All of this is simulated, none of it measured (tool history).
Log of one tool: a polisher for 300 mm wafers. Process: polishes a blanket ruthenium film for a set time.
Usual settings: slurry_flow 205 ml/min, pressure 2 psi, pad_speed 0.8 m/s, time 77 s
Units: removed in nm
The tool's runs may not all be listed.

run     day  slurry_flow  pressure  pad_speed  time  incoming thickness of the incoming film, nm  removed
  1       0          205         2        0.8    77                                        377.1     84.3
  2   0.375          205         2        0.8    77                                        380.8     83.3
  3   0.729          205         2        0.8    77                                        385.6     81.4
      1.662  -- worn pad replaced by a new one
  4   2.792          205         2        0.8    77                                        381.5     85.3
  5   3.154          205         2        0.8    77                                        378.2     83.2
  6    3.75          205         2        0.8    77                                        381.6     81.3
  7   4.233          205         2        0.8    77                                        379.1       82
      4.404  -- worn pad replaced by a new one
  8   4.696          250         2        0.8    77                                          378     85.9
  9   5.379          250         2        0.8    77                                        377.8     84.6
 10   6.088          250         2        0.8    77                                          377     84.1
 11   6.725          205       2.2        0.8    77                                        376.8     87.5
       7.25  -- head pressure recalibrated
 12   7.288          205       2.3        0.8    88                                        372.6      107
      7.542  -- slurry nozzle cleaned
      7.692  -- worn pad replaced by a new one
 13   7.862          250         2       0.88    77                                          380     91.8
 14   8.417          205       1.6       0.98    77                                        375.1     82.2
 15   8.946          180       2.6        0.8    54                                          386     71.1
 16   9.321          225         2          1    77                                        375.8    106.5
 17     9.7          205       1.6        0.8    65                                        371.6     57.6
 18  10.012          205         2        0.8    77                                        385.8     83.6
     10.696  -- worn pad replaced by a new one
 19  10.717          205       2.3       0.92    77                                        382.4    105.3
 20  11.421          205       2.5        0.8    89                                        376.2    116.2
 21  11.708          180         2       0.64    62                                        380.4     51.2
 22  12.262          205         2       0.96    77                                        372.9      100
 23  12.533          205         2        0.8    77                                        377.9     83.9
 24  12.842          205       2.3       0.58    77                                        375.8       67
 25  13.312          230       1.5       0.58    68                                        374.9     42.3

4 ways to go on from here, each from the tool as it stands after run 25. What would each give?
  A  13.329          205         2        0.8    60                                        383.3        ?
  B  13.329          140         2        0.8    77                                        383.3        ?
  C  13.329          205         2        0.8    65                                        383.3        ?
  D  13.329          235       1.6        0.6    65                                        383.3        ?

run  removed
  A     65.2
  B     78.1
  C     70.6
  D     45.1
Without the tool's hidden state the same runs would have given:
run  removed
  A     65.2
  B     78.1
  C     70.6
  D     45.1
